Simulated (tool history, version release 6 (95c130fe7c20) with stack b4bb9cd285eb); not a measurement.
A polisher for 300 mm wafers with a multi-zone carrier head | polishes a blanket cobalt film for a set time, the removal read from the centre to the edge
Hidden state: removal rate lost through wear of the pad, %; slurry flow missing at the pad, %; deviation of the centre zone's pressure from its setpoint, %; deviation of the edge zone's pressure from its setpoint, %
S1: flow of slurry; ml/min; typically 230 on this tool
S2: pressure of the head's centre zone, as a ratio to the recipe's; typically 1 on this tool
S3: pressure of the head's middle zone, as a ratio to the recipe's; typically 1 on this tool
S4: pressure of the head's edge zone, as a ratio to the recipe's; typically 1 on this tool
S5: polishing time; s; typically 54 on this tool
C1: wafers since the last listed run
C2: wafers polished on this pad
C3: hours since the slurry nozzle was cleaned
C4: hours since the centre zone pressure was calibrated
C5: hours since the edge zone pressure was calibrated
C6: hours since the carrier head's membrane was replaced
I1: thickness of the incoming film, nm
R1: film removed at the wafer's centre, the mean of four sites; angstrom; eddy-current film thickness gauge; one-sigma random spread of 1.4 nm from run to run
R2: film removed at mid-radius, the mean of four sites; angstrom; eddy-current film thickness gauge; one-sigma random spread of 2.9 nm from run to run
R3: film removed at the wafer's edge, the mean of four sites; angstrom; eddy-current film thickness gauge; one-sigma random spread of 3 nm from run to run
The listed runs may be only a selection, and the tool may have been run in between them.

{"run": 1, "hour": 0.0, "S1": 230, "S2": 0.93, "S3": 1, "S4": 1, "S5": 54, "C1": 0, "C2": 605, "C3": 785.3, "C4": 1560.2, "C5": 1507.2, "C6": 752.2, "I1": 607.3, "R1": 2055, "R2": 2240, "R3": 2252}
{"hour": 8.1, "done": "worn pad replaced by a new one"}
{"run": 2, "hour": 13.0, "S1": 230, "S2": 0.93, "S3": 1, "S4": 1, "S5": 54, "C1": 133, "C2": 73, "C3": 798.3, "C4": 1573.2, "C5": 1520.2, "C6": 765.2, "I1": 607.6, "R1": 2059, "R2": 2306, "R3": 2290}
{"run": 3, "hour": 23.5, "S1": 230, "S2": 0.93, "S3": 1, "S4": 1, "S5": 54, "C1": 156, "C2": 229, "C3": 808.8, "C4": 1583.7, "C5": 1530.7, "C6": 775.7, "I1": 622.2, "R1": 2020, "R2": 2219, "R3": 2237}
{"run": 4, "hour": 30.9, "S1": 230, "S2": 0.95, "S3": 1, "S4": 1, "S5": 65, "C1": 110, "C2": 339, "C3": 816.2, "C4": 1591.1, "C5": 1538.1, "C6": 783.1, "I1": 597.3, "R1": 2476, "R2": 2649, "R3": 2683}
{"run": 5, "hour": 46.6, "S1": 185, "S2": 1, "S3": 1, "S4": 1, "S5": 54, "C1": 233, "C2": 573, "C3": 831.9, "C4": 1606.8, "C5": 1553.8, "C6": 798.8, "I1": 613.8, "R1": 1943, "R2": 1998, "R3": 2130}
{"hour": 58.9, "done": "slurry nozzle cleaned"}
{"run": 6, "hour": 60.3, "S1": 230, "S2": 1, "S3": 1, "S4": 0.92, "S5": 54, "C1": 188, "C2": 761, "C3": 1.4, "C4": 1620.5, "C5": 1567.5, "C6": 812.5, "I1": 611.5, "R1": 2507, "R2": 2507, "R3": 2326}
{"hour": 67.5, "done": "worn pad replaced by a new one"}
{"run": 7, "hour": 70.0, "S1": 230, "S2": 1, "S3": 1, "S4": 1, "S5": 54, "C1": 84, "C2": 37, "C3": 11.1, "C4": 1630.2, "C5": 1577.2, "C6": 822.2, "I1": 616.5, "R1": 2575, "R2": 2606, "R3": 2482}
{"run": 8, "hour": 81.4, "S1": 230, "S2": 1, "S3": 1, "S4": 1, "S5": 54, "C1": 169, "C2": 207, "C3": 22.5, "C4": 1641.6, "C5": 1588.6, "C6": 833.6, "I1": 609.4, "R1": 2549, "R2": 2612, "R3": 2439}
{"hour": 85.5, "done": "centre zone pressure recalibrated"}
{"run": 9, "hour": 90.6, "S1": 165, "S2": 1, "S3": 1.11, "S4": 1.09, "S5": 54, "C1": 107, "C2": 314, "C3": 31.7, "C4": 5.1, "C5": 1597.8, "C6": 842.8, "I1": 609.6, "R1": 2364, "R2": 2627, "R3": 2423}
{"run": 10, "hour": 103.3, "S1": 230, "S2": 0.9, "S3": 1, "S4": 0.96, "S5": 71, "C1": 188, "C2": 503, "C3": 44.4, "C4": 17.8, "C5": 1610.5, "C6": 855.5, "I1": 611.9, "R1": 2963, "R2": 3358, "R3": 3168}
{"hour": 112.5, "done": "carrier head's membrane replaced by a new one"}
{"run": 11, "hour": 113.0, "S1": 305, "S2": 1.07, "S3": 1.05, "S4": 1, "S5": 54, "C1": 69, "C2": 573, "C3": 54.1, "C4": 27.5, "C5": 1620.2, "C6": 0.5, "I1": 604.7, "R1": 2784, "R2": 2735, "R3": 2493}
{"hour": 118.1, "done": "worn pad replaced by a new one"}
{"run": 12, "hour": 126.2, "S1": 275, "S2": 0.94, "S3": 1.03, "S4": 1, "S5": 54, "C1": 136, "C2": 120, "C3": 67.3, "C4": 40.7, "C5": 1633.4, "C6": 13.7, "I1": 607.1, "R1": 2485, "R2": 2667, "R3": 2560}
{"run": 13, "hour": 136.3, "S1": 230, "S2": 1, "S3": 1, "S4": 1, "S5": 54, "C1": 150, "C2": 271, "C3": 77.4, "C4": 50.8, "C5": 1643.5, "C6": 23.8, "I1": 609.4, "R1": 2553, "R2": 2538, "R3": 2537}
{"hour": 150.1, "done": "edge zone pressure recalibrated"}
{"run": 14, "hour": 154.3, "S1": 230, "S2": 1.1, "S3": 1, "S4": 1, "S5": 54, "C1": 237, "C2": 508, "C3": 95.4, "C4": 68.8, "C5": 4.2, "C6": 41.8, "I1": 602.1, "R1": 2779, "R2": 2547, "R3": 2457}
{"run": 15, "hour": 161.6, "S1": 230, "S2": 1, "S3": 1, "S4": 1, "S5": 54, "C1": 108, "C2": 617, "C3": 102.7, "C4": 76.1, "C5": 11.5, "C6": 49.1, "I1": 611, "R1": 2551, "R2": 2563, "R3": 2480}
{"hour": 166.0, "done": "worn pad replaced by a new one"}
{"run": 16, "hour": 173.1, "S1": 230, "S2": 1.09, "S3": 1, "S4": 1.06, "S5": 54, "C1": 111, "C2": 104, "C3": 114.2, "C4": 87.6, "C5": 23, "C6": 60.6, "I1": 606, "R1": 2794, "R2": 2606, "R3": 2591}
{"run": 17, "hour": 190.9, "S1": 230, "S2": 1.1, "S3": 1, "S4": 1, "S5": 41, "C1": 264, "C2": 369, "C3": 132, "C4": 105.4, "C5": 40.8, "C6": 78.4, "I1": 610.4, "R1": 2125, "R2": 1914, "R3": 1859}

How the hidden state differs across the entries between the runs, from the last listed run before each to the first after it:
After run 1, before run 2: worn pad replaced by a new one (hour 8.1)
  removal rate lost through wear of the pad, %: 3.58 -> 1.36; slurry flow missing at the pad, %: 46 -> 47.4
  difference, measured minus the result without the unlogged condition, R1: -398 -> -365 angstrom; R2: -392 -> -363 angstrom; R3: -303 -> -263 angstrom
After run 5, before run 6: slurry nozzle cleaned (hour 58.9)
  removal rate lost through wear of the pad, %: 3.76 -> 4.01; slurry flow missing at the pad, %: 51.1 -> 2
  difference, measured minus the result without the unlogged condition, R1: -581 -> -113 angstrom; R2: -527 -> -112 angstrom; R3: -402 -> -102 angstrom
After run 6, before run 7: worn pad replaced by a new one (hour 67.5)
  removal rate lost through wear of the pad, %: 4.01 -> 0.717; slurry flow missing at the pad, %: 2 -> 2.01
  difference, measured minus the result without the unlogged condition, R1: -113 -> -27 angstrom; R2: -112 -> -26 angstrom; R3: -102 -> -23 angstrom
After run 8, before run 9: centre zone pressure recalibrated (hour 85.5)
  removal rate lost through wear of the pad, %: 2.23 -> 2.92; slurry flow missing at the pad, %: 2.04 -> 2.07
  difference, measured minus the result without the unlogged condition, R1: -66 -> -83 angstrom; R2: -67 -> -90 angstrom; R3: -61 -> -81 angstrom
After run 10, before run 11: carrier head's membrane replaced by a new one (hour 112.5)
  removal rate lost through wear of the pad, %: 3.45 -> 3.67; slurry flow missing at the pad, %: 2.14 -> 2.2
  difference, measured minus the result without the unlogged condition, R1: -116 -> -113 angstrom; R2: -131 -> -111 angstrom; R3: -120 -> -99 angstrom
After run 11, before run 12: worn pad replaced by a new one (hour 118.1)
  removal rate lost through wear of the pad, %: 3.67 -> 1.47; slurry flow missing at the pad, %: 2.2 -> 2.31
  difference, measured minus the result without the unlogged condition, R1: -113 -> -45 angstrom; R2: -111 -> -47 angstrom; R3: -99 -> -44 angstrom
After run 13, before run 14: edge zone pressure recalibrated (hour 150.1)
  removal rate lost through wear of the pad, %: 2.49 -> 3.36; slurry flow missing at the pad, %: 2.41 -> 2.62
  difference, measured minus the result without the unlogged condition, R1: -75 -> -109 angstrom; R2: -74 -> -98 angstrom; R3: -71 -> -93 angstrom
After run 15, before run 16: worn pad replaced by a new one (hour 166)
  removal rate lost through wear of the pad, %: 3.53 -> 1.56; slurry flow missing at the pad, %: 2.72 -> 2.89
  difference, measured minus the result without the unlogged condition, R1: -105 -> -57 angstrom; R2: -104 -> -52 angstrom; R3: -98 -> -50 angstrom
